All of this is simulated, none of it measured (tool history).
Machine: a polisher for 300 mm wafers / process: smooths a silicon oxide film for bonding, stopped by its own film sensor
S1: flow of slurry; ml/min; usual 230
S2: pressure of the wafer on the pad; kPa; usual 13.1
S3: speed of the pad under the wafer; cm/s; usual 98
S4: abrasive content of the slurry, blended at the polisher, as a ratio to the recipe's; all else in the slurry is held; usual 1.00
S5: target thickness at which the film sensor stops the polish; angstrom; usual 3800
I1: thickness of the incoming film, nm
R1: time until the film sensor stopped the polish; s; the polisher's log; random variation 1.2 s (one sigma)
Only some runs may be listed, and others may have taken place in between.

| run | hour | S1 | S2 | S3 | S4 | S5 | I1 | R1 |
|---|---|---|---|---|---|---|---|---|
| 1 | 0.0 | 230 | 13.1 | 98 | 1.00 | 3730 | 420.4 | 90.4 |
| 2 | 8.4 | 230 | 13.1 | 98 | 1.00 | 3730 | 423.5 | 96.6 |
| 3 | 17.1 | 275 | 13.1 | 98 | 1.00 | 3800 | 422.1 | 80.5 |
| 4 | 33.5 | 230 | 9.7 | 98 | 1.00 | 3800 | 428.0 | 126.8 |
| 5 | 40.2 | 230 | 9.7 | 98 | 1.00 | 3800 | 425.7 | 120.1 |
| 6 | 48.2 | 230 | 9.7 | 98 | 1.00 | 3800 | 414.4 | 93.3 |
|  | 62.3 | worn pad replaced by a new one |
| 7 | 63.6 | 230 | 13.1 | 98 | 1.00 | 3800 | 425.4 | 87.8 |
|  | 74.9 | slurry blender recalibrated |
|  | 79.3 | head pressure recalibrated |
| 8 | 80.8 | 230 | 13.1 | 98 | 1.00 | 3800 | 419.3 | 83.7 |
| 9 | 89.8 | 230 | 13.1 | 98 | 1.00 | 3800 | 422.8 | 95.2 |
| 10 | 100.4 | 230 | 13.1 | 98 | 1.00 | 3800 | 420.5 | 93.5 |
| 11 | 115.6 | 230 | 13.1 | 126 | 1.25 | 3880 | 416.6 | 52.1 |
|  | 119.8 | slurry blender recalibrated, repeated, since the last time left the tool worse |
| 12 | 126.8 | 290 | 9.7 | 98 | 1.00 | 3800 | 419.5 | 96.4 |
| 13 | 139.3 | 230 | 13.1 | 98 | 1.00 | 3800 | 418.3 | 71.1 |
|  | 146.4 | slurry nozzle cleaned |
|  | 150.7 | worn pad replaced by a new one |
| 14 | 152.7 | 230 | 13.1 | 98 | 0.80 | 3920 | 414.9 | 46.9 |
| 15 | 164.2 | 230 | 15.9 | 98 | 1.00 | 3930 | 416.0 | 35.3 |
| 16 | 176.3 | 230 | 13.1 | 98 | 1.00 | 3800 | 418.2 | 72.3 |
| 17 | 184.0 | 180 | 13.1 | 98 | 1.20 | 3690 | 420.2 | 94.5 |
| 18 | 192.7 | 230 | 13.1 | 98 | 1.00 | 3750 | 419.2 | 82.9 |

Below are 4 alternative next runs, each starting from the tool's condition after run 18. Predict each:
| A | 193.1 | 230 | 13.1 | 98 | 1.00 | 3760 | 420.3 | ? |
| B | 193.1 | 230 | 13.1 | 98 | 1.00 | 3840 | 420.3 | ? |
| C | 193.1 | 230 | 13.1 | 116 | 1.30 | 3750 | 420.3 | ? |
| D | 193.1 | 270 | 17.2 | 68 | 1.00 | 3680 | 420.3 | ? |

| run | R1 |
|---|---|
| A | 86.0 |
| B | 70.5 |
| C | 70.9 |
| D | 93.6 |
What these runs would have given with no unlogged condition in the tool:
| run | R1 |
|---|---|
| A | 79.2 |
| B | 64.9 |
| C | 66.0 |
| D | 86.2 |
